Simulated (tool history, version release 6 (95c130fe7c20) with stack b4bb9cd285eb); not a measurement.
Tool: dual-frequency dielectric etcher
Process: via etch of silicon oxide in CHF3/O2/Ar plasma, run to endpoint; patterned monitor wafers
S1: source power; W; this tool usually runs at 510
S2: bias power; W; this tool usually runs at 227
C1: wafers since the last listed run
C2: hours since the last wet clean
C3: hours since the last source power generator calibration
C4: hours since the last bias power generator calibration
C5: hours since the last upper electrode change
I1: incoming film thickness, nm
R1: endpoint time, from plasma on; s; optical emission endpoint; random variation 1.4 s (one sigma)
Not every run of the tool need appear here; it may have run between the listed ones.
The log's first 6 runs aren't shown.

run,hour,S1,S2,C1,C2,C3,C4,C5,I1,R1
7,285.7,510,227,135,236.0,4435.8,1400.7,1622.9,523.0,282.0
8,333.2,510,227,139,283.5,4483.3,1448.2,1670.4,521.6,283.2
9,367.5,510,227,100,317.8,4517.6,1482.5,1704.7,528.6,288.6
10,431.9,510,244,188,382.2,4582.0,1546.9,1769.1,525.4,278.5
11,497.0,510,209,190,447.3,4647.1,1612.0,1834.2,522.7,297.1
12,524.1,510,209,79,474.4,4674.2,1639.1,1861.3,526.5,302.9
# hour 564.0: wet clean of the chamber
13,594.7,590,267,136,30.7,4744.8,1709.7,1931.9,519.6,238.9
# hour 623.1: bias power generator calibrated
14,646.3,390,247,139,82.3,4796.4,23.2,1983.5,525.9,328.7
15,673.4,430,279,79,109.4,4823.5,50.3,2010.6,523.8,288.3
16,728.4,410,271,161,164.4,4878.5,105.3,2065.6,518.6,299.1
# hour 753.4: upper electrode replaced
17,787.6,510,278,103,223.6,4937.7,164.5,34.2,527.3,267.1

Forecast run 18:
18,833.1,400,185,133,269.1,4983.2,210.0,79.7,523.7,?

Run 18 came out at R1 361.2 s.
With no hidden state in the tool, this same run would have given R1 352.4 s.

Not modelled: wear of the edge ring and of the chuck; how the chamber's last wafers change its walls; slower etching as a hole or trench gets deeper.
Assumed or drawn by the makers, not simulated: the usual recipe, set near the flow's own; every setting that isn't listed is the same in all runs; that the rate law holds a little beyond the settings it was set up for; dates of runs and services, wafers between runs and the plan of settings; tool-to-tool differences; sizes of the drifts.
